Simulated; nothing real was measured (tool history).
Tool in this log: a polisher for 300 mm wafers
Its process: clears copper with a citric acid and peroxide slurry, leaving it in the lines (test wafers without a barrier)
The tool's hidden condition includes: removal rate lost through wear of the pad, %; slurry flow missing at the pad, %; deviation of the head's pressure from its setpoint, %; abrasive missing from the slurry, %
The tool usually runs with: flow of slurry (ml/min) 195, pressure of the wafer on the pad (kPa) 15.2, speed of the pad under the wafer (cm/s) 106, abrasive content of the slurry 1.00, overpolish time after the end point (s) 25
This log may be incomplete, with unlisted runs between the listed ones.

run,day,flow of slurry (ml/min),pressure of the wafer on the pad (kPa),speed of the pad under the wafer (cm/s),abrasive content of the slurry,overpolish time after the end point (s),wafers since the last listed run,wafers polished on this pad,hours since the slurry nozzle was cleaned,hours since the head pressure was calibrated,hours since the slurry blender was calibrated,"incoming thickness of the incoming film, nm",time until the end point was called (s),dishing of a wide line in a test structure (nm)
1,0.000,195,15.2,106,1.00,25,0,2238,353.6,724.5,280.2,217.1,137.4,29.4
# day 1.412: worn pad replaced by a new one
# day 2.012: head pressure recalibrated
# day 8.804: slurry blender recalibrated
2,11.512,195,15.2,106,1.10,25,1353,1202,629.9,228.0,65.0,212.9,145.5,27.5
3,15.254,195,15.2,106,1.20,25,452,1655,719.7,317.8,154.8,214.1,145.6,28.4
4,17.354,195,15.2,106,1.20,25,254,1909,770.1,368.2,205.2,215.8,150.0,27.9
# day 18.192: slurry nozzle cleaned
5,19.683,195,15.2,106,0.85,25,276,2186,35.8,424.1,261.1,215.1,144.8,28.4
6,24.058,195,15.2,106,1.15,25,529,2716,140.8,529.1,366.1,215.2,137.4,30.0
# day 26.396: worn pad replaced by a new one
7,27.371,195,15.2,106,1.15,25,380,117,220.3,608.6,445.6,216.3,138.7,28.9
# day 28.533: slurry blender recalibrated
8,31.333,195,15.2,106,1.15,25,469,587,315.4,703.7,67.2,214.4,133.9,29.2
9,34.612,195,15.2,106,0.80,25,396,984,394.1,782.4,145.9,214.0,135.0,28.8
# day 36.496: head pressure recalibrated
10,37.638,195,19.3,106,1.00,25,356,1340,466.7,27.4,218.5,215.7,125.4,31.4
11,41.729,195,19.3,106,1.00,25,495,1835,564.9,125.6,316.7,216.0,121.4,32.1
12,43.758,195,15.2,106,1.00,16,245,2081,613.6,174.3,365.4,212.7,150.1,18.1
13,46.292,150,17.9,72,1.00,13,306,2388,674.4,235.1,426.2,212.4,186.8,11.6
14,50.217,225,15.2,106,1.10,13,475,2863,768.6,329.3,520.4,216.1,150.2,15.4
# day 51.379: worn pad replaced by a new one
# day 51.921: slurry blender recalibrated
15,53.400,195,17.2,80,1.25,12,355,234,845.0,405.7,35.5,213.3,170.0,12.2
# day 56.588: slurry nozzle cleaned
16,60.488,195,15.2,106,1.00,25,852,1087,93.6,575.8,205.6,216.0,137.2,28.8
17,64.592,230,11.7,106,1.10,17,496,1584,192.1,674.3,304.1,212.5,164.7,17.5
# day 65.012: head pressure recalibrated
18,69.958,195,15.2,106,1.00,25,639,2223,320.9,118.7,432.9,213.0,144.9,28.6
# day 72.883: slurry blender recalibrated
# day 72.962: worn pad replaced by a new one
19,74.417,195,15.2,106,1.00,34,520,176,427.9,225.7,36.8,213.3,145.7,37.4
20,76.908,135,11.0,74,1.00,33,301,477,487.7,285.5,96.6,215.1,254.0,22.2
21,80.925,195,18.6,106,0.90,25,486,964,584.1,381.9,193.0,219.3,125.3,32.7
22,83.908,230,15.2,106,1.00,25,361,1325,655.7,453.5,264.6,214.5,139.5,29.5
23,87.192,195,10.3,106,1.00,25,397,1722,734.5,532.3,343.4,214.9,194.7,21.6
24,91.321,195,15.2,118,0.80,17,499,2222,833.6,631.4,442.5,215.2,146.0,19.8
25,93.567,140,15.2,106,1.00,25,271,2494,887.5,685.3,496.4,213.4,169.9,23.2
# day 93.925: slurry nozzle cleaned
26,96.358,195,20.0,106,1.00,35,332,2827,58.4,752.3,563.4,215.2,106.8,49.1
# day 96.942: worn pad replaced by a new one
# day 98.150: slurry blender recalibrated
27,99.575,195,15.2,106,1.00,25,359,308,135.6,829.5,34.2,215.4,131.2,30.1
# day 100.154: head pressure recalibrated
28,104.262,260,11.7,106,1.00,25,557,865,248.1,98.6,146.7,211.9,163.8,24.4

Below are 4 alternative next runs, each starting from the tool's condition after run 28. Predict each:
A,104.283,195,15.2,106,1.00,25,2,868,248.6,99.1,147.2,215.4,?,?
B,104.283,215,12.4,82,1.00,13,2,868,248.6,99.1,147.2,215.4,?,?
C,104.283,240,15.2,106,1.10,34,2,868,248.6,99.1,147.2,215.4,?,?
D,104.283,195,13.8,106,1.00,25,2,868,248.6,99.1,147.2,215.4,?,?

run,time until the end point was called (s),dishing of a wide line in a test structure (nm)
A,138.3,28.5
B,188.1,11.7
C,132.4,38.5
D,148.8,26.6
The same runs, with their run-to-run variation unchanged, on a tool lacking any hidden condition would have given:
run,time until the end point was called (s),dishing of a wide line in a test structure (nm)
A,139.3,28.3
B,189.5,11.6
C,133.5,38.2
D,149.8,26.4

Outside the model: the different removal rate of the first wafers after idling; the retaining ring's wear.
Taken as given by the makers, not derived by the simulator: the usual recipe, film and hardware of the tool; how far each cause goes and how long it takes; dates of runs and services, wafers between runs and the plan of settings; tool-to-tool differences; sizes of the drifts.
